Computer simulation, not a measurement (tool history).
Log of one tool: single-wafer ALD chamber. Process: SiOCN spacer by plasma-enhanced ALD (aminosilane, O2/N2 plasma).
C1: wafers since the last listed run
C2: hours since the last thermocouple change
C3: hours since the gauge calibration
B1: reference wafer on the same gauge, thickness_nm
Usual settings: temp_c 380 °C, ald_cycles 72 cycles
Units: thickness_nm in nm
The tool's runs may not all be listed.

run 1 hour=0 | temp_c=380 ald_cycles=72 | C1=0 C2=1062.2 C3=297.1 | B1=5.021 | thickness_nm=4.669
run 2 hour=24.7 | temp_c=380 ald_cycles=72 | C1=66 C2=1086.9 C3=321.8 | B1=5.021 | thickness_nm=4.684
run 3 hour=37.6 | temp_c=380 ald_cycles=72 | C1=34 C2=1099.8 C3=334.7 | B1=5.019 | thickness_nm=4.675
run 4 hour=64.6 | temp_c=380 ald_cycles=72 | C1=72 C2=1126.8 C3=361.7 | B1=5.019 | thickness_nm=4.668
run 5 hour=83.4 | temp_c=380 ald_cycles=62 | C1=50 C2=1145.6 C3=380.5 | B1=5.02 | thickness_nm=4.037
run 6 hour=113.6 | temp_c=380 ald_cycles=72 | C1=81 C2=1175.8 C3=410.7 | B1=5.021 | thickness_nm=4.657
run 7 hour=139.1 | temp_c=380 ald_cycles=72 | C1=68 C2=1201.3 C3=436.2 | B1=5.021 | thickness_nm=4.665
run 8 hour=157.2 | temp_c=380 ald_cycles=72 | C1=48 C2=1219.4 C3=454.3 | B1=5.022 | thickness_nm=4.67
run 9 hour=181.4 | temp_c=380 ald_cycles=79 | C1=64 C2=1243.6 C3=478.5 | B1=5.017 | thickness_nm=5.148
run 10 hour=208.3 | temp_c=380 ald_cycles=79 | C1=72 C2=1270.5 C3=505.4 | B1=5.019 | thickness_nm=5.123
run 11 hour=230.7 | temp_c=392 ald_cycles=72 | C1=60 C2=1292.9 C3=527.8 | B1=5.021 | thickness_nm=4.695
run 12 hour=247.7 | temp_c=392 ald_cycles=72 | C1=45 C2=1309.9 C3=544.8 | B1=5.023 | thickness_nm=4.674
run 13 hour=263.6 | temp_c=380 ald_cycles=72 | C1=42 C2=1325.8 C3=560.7 | B1=5.022 | thickness_nm=4.675
run 14 hour=294.3 | temp_c=380 ald_cycles=72 | C1=82 C2=1356.5 C3=591.4 | B1=5.022 | thickness_nm=4.669
run 15 hour=315.7 | temp_c=380 ald_cycles=72 | C1=57 C2=1377.9 C3=612.8 | B1=5.02 | thickness_nm=4.65
run 16 hour=329.4 | temp_c=380 ald_cycles=72 | C1=36 C2=1391.6 C3=626.5 | B1=5.022 | thickness_nm=4.685
-- hour=352.8 thermocouple changed; heater temperature recalibrated
run 17 hour=364.1 | temp_c=380 ald_cycles=72 | C1=71 C2=11.3 C3=661.2 | B1=5.021 | thickness_nm=4.666
run 18 hour=399.9 | temp_c=380 ald_cycles=72 | C1=96 C2=47.1 C3=697 | B1=5.02 | thickness_nm=4.665
run 19 hour=422.8 | temp_c=385 ald_cycles=72 | C1=61 C2=70 C3=719.9 | B1=5.019 | thickness_nm=4.66
run 20 hour=436.2 | temp_c=385 ald_cycles=72 | C1=35 C2=83.4 C3=733.3 | B1=5.021 | thickness_nm=4.682
run 21 hour=463.4 | temp_c=374 ald_cycles=72 | C1=73 C2=110.6 C3=760.5 | B1=5.02 | thickness_nm=4.691
run 22 hour=491.4 | temp_c=384 ald_cycles=72 | C1=75 C2=138.6 C3=788.5 | B1=5.021 | thickness_nm=4.688
run 23 hour=509.3 | temp_c=385 ald_cycles=72 | C1=48 C2=156.5 C3=806.4 | B1=5.018 | thickness_nm=4.662
run 24 hour=527.4 | temp_c=371 ald_cycles=81 | C1=48 C2=174.6 C3=824.5 | B1=5.019 | thickness_nm=5.258
run 25 hour=562.4 | temp_c=370 ald_cycles=59 | C1=93 C2=209.6 C3=859.5 | B1=5.024 | thickness_nm=3.836
-- hour=564.7 gauge calibrated
run 26 hour=598.2 | temp_c=380 ald_cycles=72 | C1=96 C2=245.4 C3=33.5 | B1=5.021 | thickness_nm=4.676
run 27 hour=613.5 | temp_c=374 ald_cycles=61 | C1=41 C2=260.7 C3=48.8 | B1=5.019 | thickness_nm=3.945
run 28 hour=630.9 | temp_c=380 ald_cycles=80 | C1=46 C2=278.1 C3=66.2 | B1=5.021 | thickness_nm=5.196
run 29 hour=643.6 | temp_c=372 ald_cycles=58 | C1=34 C2=290.8 C3=78.9 | B1=5.019 | thickness_nm=3.763
run 30 hour=674.1 | temp_c=376 ald_cycles=67 | C1=81 C2=321.3 C3=109.4 | B1=5.019 | thickness_nm=4.345
run 31 hour=688 | temp_c=380 ald_cycles=58 | C1=37 C2=335.2 C3=123.3 | B1=5.018 | thickness_nm=3.761
run 32 hour=700.5 | temp_c=366 ald_cycles=76 | C1=33 C2=347.7 C3=135.8 | B1=5.021 | thickness_nm=4.925
run 33 hour=728.1 | temp_c=376 ald_cycles=61 | C1=74 C2=375.3 C3=163.4 | B1=5.02 | thickness_nm=3.973
run 34 hour=755.7 | temp_c=375 ald_cycles=79 | C1=74 C2=402.9 C3=191 | B1=5.016 | thickness_nm=5.142
run 35 hour=769.7 | temp_c=388 ald_cycles=60 | C1=37 C2=416.9 C3=205 | B1=5.018 | thickness_nm=3.869
run 36 hour=794 | temp_c=372 ald_cycles=66 | C1=65 C2=441.2 C3=229.3 | B1=5.019 | thickness_nm=4.29
run 37 hour=817.1 | temp_c=389 ald_cycles=86 | C1=62 C2=464.3 C3=252.4 | B1=5.019 | thickness_nm=5.605
run 38 hour=841.6 | temp_c=370 ald_cycles=59 | C1=65 C2=488.8 C3=276.9 | B1=5.02 | thickness_nm=3.83
run 39 hour=861.4 | temp_c=380 ald_cycles=72 | C1=53 C2=508.6 C3=296.7 | B1=5.02 | thickness_nm=4.648
run 40 hour=880.4 | temp_c=386 ald_cycles=76 | C1=51 C2=527.6 C3=315.7 | B1=5.021 | thickness_nm=4.951
run 41 hour=952.1 | temp_c=369 ald_cycles=72 | C1=192 C2=599.3 C3=387.4 | B1=5.017 | thickness_nm=4.685
run 42 hour=976.1 | temp_c=380 ald_cycles=82 | C1=64 C2=623.3 C3=411.4 | B1=5.019 | thickness_nm=5.313

How the hidden state differs across the entries between the runs, from the last listed run before each to the first after it:
Between runs 16 and 17: thermocouple changed; heater temperature recalibrated (hour 352.8)
  no hidden state differs between the two runs
Between runs 25 and 26: gauge calibrated (hour 564.7)
  no hidden state differs between the two runs
